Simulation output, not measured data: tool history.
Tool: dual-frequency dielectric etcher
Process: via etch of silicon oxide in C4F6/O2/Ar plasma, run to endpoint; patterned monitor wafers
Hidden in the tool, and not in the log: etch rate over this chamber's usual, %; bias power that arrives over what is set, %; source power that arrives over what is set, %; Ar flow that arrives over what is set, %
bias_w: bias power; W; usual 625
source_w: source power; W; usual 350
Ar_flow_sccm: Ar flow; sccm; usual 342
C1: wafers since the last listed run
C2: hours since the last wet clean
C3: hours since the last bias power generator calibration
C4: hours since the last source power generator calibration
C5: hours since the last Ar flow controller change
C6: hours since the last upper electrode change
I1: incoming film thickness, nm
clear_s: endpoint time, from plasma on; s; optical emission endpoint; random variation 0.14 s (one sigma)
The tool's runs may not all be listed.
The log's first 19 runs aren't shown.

{"run": 20, "hour": 234.6, "bias_w": 625, "source_w": 350, "Ar_flow_sccm": 342, "C1": 170, "C2": 187.5, "C3": 29.8, "C4": 192.1, "C5": 67.4, "C6": 121.6, "I1": 93.7, "clear_s": 17.6}
{"run": 21, "hour": 250.3, "bias_w": 585, "source_w": 280, "Ar_flow_sccm": 272, "C1": 288, "C2": 203.2, "C3": 45.5, "C4": 207.8, "C5": 83.1, "C6": 137.3, "I1": 93.7, "clear_s": 19.4}
{"run": 22, "hour": 259.2, "bias_w": 625, "source_w": 350, "Ar_flow_sccm": 342, "C1": 163, "C2": 212.1, "C3": 54.4, "C4": 216.7, "C5": 92, "C6": 146.2, "I1": 93.9, "clear_s": 17.3}
{"run": 23, "hour": 269.9, "bias_w": 625, "source_w": 350, "Ar_flow_sccm": 342, "C1": 196, "C2": 222.8, "C3": 65.1, "C4": 227.4, "C5": 102.7, "C6": 156.9, "I1": 93.6, "clear_s": 17.4}
{"run": 24, "hour": 284.0, "bias_w": 724, "source_w": 350, "Ar_flow_sccm": 342, "C1": 259, "C2": 236.9, "C3": 79.2, "C4": 241.5, "C5": 116.8, "C6": 171, "I1": 94, "clear_s": 16.8}
{"run": 25, "hour": 298.1, "bias_w": 531, "source_w": 350, "Ar_flow_sccm": 342, "C1": 259, "C2": 251, "C3": 93.3, "C4": 255.6, "C5": 130.9, "C6": 185.1, "I1": 94.3, "clear_s": 17.9}
{"run": 26, "hour": 313.1, "bias_w": 625, "source_w": 410, "Ar_flow_sccm": 316, "C1": 275, "C2": 266, "C3": 108.3, "C4": 270.6, "C5": 145.9, "C6": 200.1, "I1": 94.5, "clear_s": 15.6}
{"run": 27, "hour": 324.1, "bias_w": 625, "source_w": 350, "Ar_flow_sccm": 256, "C1": 202, "C2": 277, "C3": 119.3, "C4": 281.6, "C5": 156.9, "C6": 211.1, "I1": 93.4, "clear_s": 16.6}
{"run": 28, "hour": 332.8, "bias_w": 625, "source_w": 350, "Ar_flow_sccm": 342, "C1": 159, "C2": 285.7, "C3": 128, "C4": 290.3, "C5": 165.6, "C6": 219.8, "I1": 94.3, "clear_s": 17.2}
{"run": 29, "hour": 339.9, "bias_w": 625, "source_w": 350, "Ar_flow_sccm": 364, "C1": 130, "C2": 292.8, "C3": 135.1, "C4": 297.4, "C5": 172.7, "C6": 226.9, "I1": 94.4, "clear_s": 17.5}
{"run": 30, "hour": 349.1, "bias_w": 480, "source_w": 350, "Ar_flow_sccm": 373, "C1": 169, "C2": 302, "C3": 144.3, "C4": 306.6, "C5": 181.9, "C6": 236.1, "I1": 95.1, "clear_s": 18.6}

3 ways to go on from here, each from the tool as it stands after run 30. What would each give?
{"run": "A", "hour": 349.5, "bias_w": 625, "source_w": 350, "Ar_flow_sccm": 342, "C1": 7, "C2": 302.4, "C3": 144.7, "C4": 307, "C5": 182.3, "C6": 236.5, "I1": 93.8, "clear_s": "?"}
{"run": "B", "hour": 349.5, "bias_w": 676, "source_w": 280, "Ar_flow_sccm": 342, "C1": 7, "C2": 302.4, "C3": 144.7, "C4": 307, "C5": 182.3, "C6": 236.5, "I1": 93.8, "clear_s": "?"}
{"run": "C", "hour": 349.5, "bias_w": 625, "source_w": 350, "Ar_flow_sccm": 306, "C1": 7, "C2": 302.4, "C3": 144.7, "C4": 307, "C5": 182.3, "C6": 236.5, "I1": 93.8, "clear_s": "?"}

run=A clear_s=17.1
run=B clear_s=19.6
run=C clear_s=16.8
Without the tool's hidden state the same runs would have given:
run=A clear_s=17.8
run=B clear_s=20.4
run=C clear_s=17.6
